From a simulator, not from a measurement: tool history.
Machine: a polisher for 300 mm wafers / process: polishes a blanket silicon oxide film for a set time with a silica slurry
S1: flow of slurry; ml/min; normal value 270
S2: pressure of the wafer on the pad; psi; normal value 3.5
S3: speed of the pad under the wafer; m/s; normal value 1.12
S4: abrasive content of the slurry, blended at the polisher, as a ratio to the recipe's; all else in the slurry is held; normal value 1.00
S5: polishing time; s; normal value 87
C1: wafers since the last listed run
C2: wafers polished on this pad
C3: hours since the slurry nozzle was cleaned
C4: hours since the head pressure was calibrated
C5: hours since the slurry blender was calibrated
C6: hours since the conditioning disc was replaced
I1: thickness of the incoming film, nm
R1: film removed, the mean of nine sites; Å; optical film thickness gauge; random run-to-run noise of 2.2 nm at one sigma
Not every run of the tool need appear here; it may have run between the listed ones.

run    hour   S1   S2    S3    S4   S5    C1    C2     C3      C4     C5     C6      I1    R1
  1     0.0  270  3.5  1.12  1.00   87     0  4191  207.3   212.2  400.3  427.4  1489.3  1688
       43.2  -- slurry blender recalibrated
       49.8  -- conditioning disc replaced and pad reconditioned
  2    90.8  270  3.5  1.12  1.00   87  1245  5436  298.1   303.0   47.6   41.0  1479.8  1756
      132.4  -- worn pad replaced by a new one
  3   176.6  270  3.5  1.12  1.00   87  1173   633  383.9   388.8  133.4  126.8  1486.4  1872
  4   230.9  270  3.5  1.12  1.00   87   778  1412  438.2   443.1  187.7  181.1  1490.1  1781
      252.7  -- slurry nozzle cleaned
  5   306.9  270  3.5  1.12  1.00   87  1075  2488   54.2   519.1  263.7  257.1  1479.8  1747
      485.0  -- slurry blender recalibrated
  6   488.7  270  3.5  1.12  1.00   87  2579  5067  236.0   700.9    3.7  438.9  1462.8  1685
      513.1  -- conditioning disc replaced and pad reconditioned
  7   538.0  270  3.5  1.12  1.00   87   678  5746  285.3   750.2   53.0   24.9  1519.1  1741
      588.0  -- worn pad replaced by a new one
  8   588.5  270  3.5  1.12  1.00   87   667     6  335.8   800.7  103.5   75.4  1502.0  1904
      699.5  -- slurry nozzle cleaned
  9   795.5  270  3.5  1.12  1.00   87  2954  2961   96.0  1007.7  310.5  282.4  1502.2  1689
      936.3  -- slurry blender recalibrated
      981.7  -- head pressure recalibrated
      981.8  -- worn pad replaced by a new one
     1007.3  -- conditioning disc replaced and pad reconditioned
 10  1091.9  270  3.5  1.02  1.00   87  4163  1550  392.4   110.2  155.6   84.6  1475.5  1644
     1170.2  -- slurry nozzle cleaned
 11  1181.5  175  4.1  1.26  1.15   87  1270  2821   11.3   199.8  245.2  174.2  1502.9  2259
 12  1266.4  295  3.5  1.00  1.00  110  1217  4039   96.2   284.7  330.1  259.1  1514.1  1981
 13  1348.3  270  3.5  1.12  1.00   87  1174  5213  178.1   366.6  412.0  341.0  1508.6  1697
     1370.4  -- worn pad replaced by a new one
     1395.4  -- slurry blender recalibrated
     1443.8  -- conditioning disc replaced and pad reconditioned
 14  1535.8  270  3.5  1.46  0.80   87  2574  2314  365.6   554.1  140.4   92.0  1474.6  1951
     1569.1  -- slurry nozzle cleaned
 15  1616.9  270  3.5  1.12  0.80   87  1148  3463   47.8   635.2  221.5  173.1  1484.5  1540
 16  1723.2  355  3.5  0.90  1.00   87  1524  4988  154.1   741.5  327.8  279.4  1487.8  1446
 17  1780.0  270  3.9  1.12  0.90   79   814  5803  210.9   798.3  384.6  336.2  1502.8  1602
     1828.7  -- worn pad replaced by a new one
 18  1855.7  270  3.5  1.12  1.00   87  1028   386  286.6   874.0  460.3  411.9  1484.2  1779
     1858.8  -- slurry blender recalibrated
     1932.2  -- conditioning disc replaced and pad reconditioned
     2025.3  -- slurry nozzle cleaned
     2071.3  -- head pressure recalibrated
 19  2119.7  270  3.5  1.12  1.00   87  3686  4073   94.4    48.4  260.9  187.5  1507.5  1729
 20  2198.6  270  3.5  1.12  1.00   87  1131  5205  173.3   127.3  339.8  266.4  1489.2  1714

What the log doesn't show, run by run:
slurry flow missing at the pad, %: 0, the same for each run
deviation of the head's pressure from its setpoint, %: 0, the same for each run
abrasive missing from the slurry, %: 0, the same for each run
H1: removal rate lost through wear of the pad, %
H2: time polished since the conditioner stopped cutting, s
run    H1    H2
  1  8.95  98.1
  2  9.51  26.9
  3  2.94  61.6
  4  5.03  75.1
  5   6.9  87.3
  6  8.87   100
  7   9.1  28.7
  8  0.68  54.2
  9  7.54   101
 10   5.3  64.7
 11  7.26  91.3
 12  8.28   105
 13  8.84   113
 14  6.47  60.9
 15  7.72  84.4
 16  8.59   101
 17  8.86   106
 18  1.56   110
 19  7.87  77.2
 20  8.39  89.2
